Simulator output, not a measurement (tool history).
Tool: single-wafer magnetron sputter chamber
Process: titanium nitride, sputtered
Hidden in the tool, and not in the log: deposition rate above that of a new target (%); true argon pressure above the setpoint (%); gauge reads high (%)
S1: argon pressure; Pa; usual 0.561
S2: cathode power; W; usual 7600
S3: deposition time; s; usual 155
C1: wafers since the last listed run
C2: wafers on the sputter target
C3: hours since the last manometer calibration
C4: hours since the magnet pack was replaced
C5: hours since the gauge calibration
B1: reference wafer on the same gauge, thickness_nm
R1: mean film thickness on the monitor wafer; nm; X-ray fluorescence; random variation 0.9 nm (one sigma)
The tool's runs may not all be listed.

run    hour     S1    S2   S3    C1    C2      C3      C4      C5       B1       R1
  1       0  0.561  7600  155     0  1775  1761.4  4441.7   450.4  160.009  188.237
  2    36.2  0.561  7600  155   219  1994  1797.6  4477.9   486.6  159.768  188.015
  3   118.3  0.561  7600  155   498  2492  1879.7    4560   568.7  159.896  187.133
  4   429.9  0.561  7600  155  1890  4383  2191.3  4871.6   880.3  159.809  186.156
  5   485.1  0.561  7600  155   334  4717  2246.5  4926.8   935.5   159.97  184.978
  6   525.8  0.561  7600  155   246  4964  2287.2  4967.5   976.2  159.792  185.476
      589.8  -- magnet pack replaced
  7   603.7  0.561  7600  155   424  5388  2365.1    13.9  1054.1  159.941  185.151
      674.2  -- gauge calibrated
  8   706.9  0.691  7600  155   626  6014  2468.3   117.1    32.7  160.078  181.277
      720.6  -- sputter target and shields replaced
      758.3  -- capacitance manometer re-zeroed and calibrated
  9   885.3  0.561  7600  181   985   950     127   295.5   211.1  160.233  209.422
 10   951.9  0.561  7600  155   404  1354   193.6   362.1   277.7  159.597  175.778
     1048.6  -- sputter target and shields replaced, repeated, since the last time left the tool worse
 11  1049.1  0.561  7600  127   541     2   290.8   459.3   374.9  160.128      158
 12  1155.4  0.561  7050  180   644   647   397.1   565.6   481.2  160.109    205.3
 13  1193.7  0.561  7600  172   232   879   435.4   603.9   519.5  160.285  209.972
 14  1290.7  0.561  7600  155   588  1468   532.4   700.9   616.5  159.639  187.357
 15  1353.5  0.561  7600  140   380  1849   595.2   763.7   679.3  159.955  169.422
 16  1452.6  0.676  8200  155   601  2450   694.3   862.8   778.4  159.863  198.515
 17  1519.6  0.561  9100  164   406  2857   761.3   929.8   845.4  159.907  234.974

5 ways to go on from here, each from the tool as it stands after run 17. What would each give?
  A  1520  0.561  7600  155   2  2859  761.7  930.2  845.8   ?   ?
  B  1520  0.561  8450  172   2  2859  761.7  930.2  845.8   ?   ?
  C  1520  0.561  6050  138   2  2859  761.7  930.2  845.8   ?   ?
  D  1520  0.561  7600  145   2  2859  761.7  930.2  845.8   ?   ?
  E  1520  0.759  6050  135   2  2859  761.7  930.2  845.8   ?   ?

run       B1       R1
  A  160.043  185.549
  B  160.043  228.927
  C  160.043  131.506
  D  160.043  173.578
  E  160.043  124.168
Without the tool's hidden state the same runs would have given:
run       R1
  A  192.223
  B  237.162
  C  136.237
  D  179.821
  E  128.634
